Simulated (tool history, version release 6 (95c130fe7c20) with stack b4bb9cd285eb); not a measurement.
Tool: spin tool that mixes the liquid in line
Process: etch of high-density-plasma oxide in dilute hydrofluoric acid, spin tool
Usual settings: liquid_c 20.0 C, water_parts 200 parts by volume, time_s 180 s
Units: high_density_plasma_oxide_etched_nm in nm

run	hour	liquid_c	water_parts	time_s	read-back film thickness of the high-density-plasma oxide reference wafer, read on the same gauge (nm)	high_density_plasma_oxide_etched_nm
1	0.0	18.0	155	180	89.999	6.421
2	29.3	18.0	155	180	89.995	6.413
3	65.3	20.0	200	180	90.028	5.178
4	98.7	20.0	200	180	89.985	5.196
5	128.8	20.0	200	180	90.009	5.193
6	151.5	20.0	200	225	90.008	6.518
# hour 214.8: hydrofluoric acid flow meter replaced
7	252.5	20.0	200	225	90.004	5.976
# hour 262.2: gauge calibrated
8	268.2	20.0	200	225	89.989	5.952
9	301.4	20.0	250	180	89.999	3.668
10	317.3	22.0	200	180	90.011	5.185
11	335.1	20.0	175	275	90.013	8.603
12	368.9	20.0	150	85	90.010	3.197
# hour 380.7: thermometer replaced
13	390.1	20.0	175	275	90.001	8.001
14	420.4	20.0	200	180	90.012	4.460
15	455.1	21.5	200	180	89.995	4.784
16	468.2	21.5	140	270	90.005	10.791
17	481.2	20.0	200	290	89.986	7.209
18	502.7	18.0	235	180	90.006	3.488
19	526.3	23.5	140	285	90.004	12.463
20	550.6	20.0	155	75	89.982	2.566

4 ways to go on from here, each from the tool as it stands after run 20. What would each give?
A	551.1	20.0	200	180	?	?
B	551.1	20.0	170	270	?	?
C	551.1	20.0	130	180	?	?
D	551.1	20.0	230	145	?	?

run	read-back film thickness of the high-density-plasma oxide reference wafer, read on the same gauge (nm)	high_density_plasma_oxide_etched_nm
A	89.998	4.524
B	89.998	8.218
C	89.998	7.458
D	89.998	3.082
Without the tool's hidden state the same runs would have given:
run	high_density_plasma_oxide_etched_nm
A	4.198
B	7.634
C	6.939
D	2.857

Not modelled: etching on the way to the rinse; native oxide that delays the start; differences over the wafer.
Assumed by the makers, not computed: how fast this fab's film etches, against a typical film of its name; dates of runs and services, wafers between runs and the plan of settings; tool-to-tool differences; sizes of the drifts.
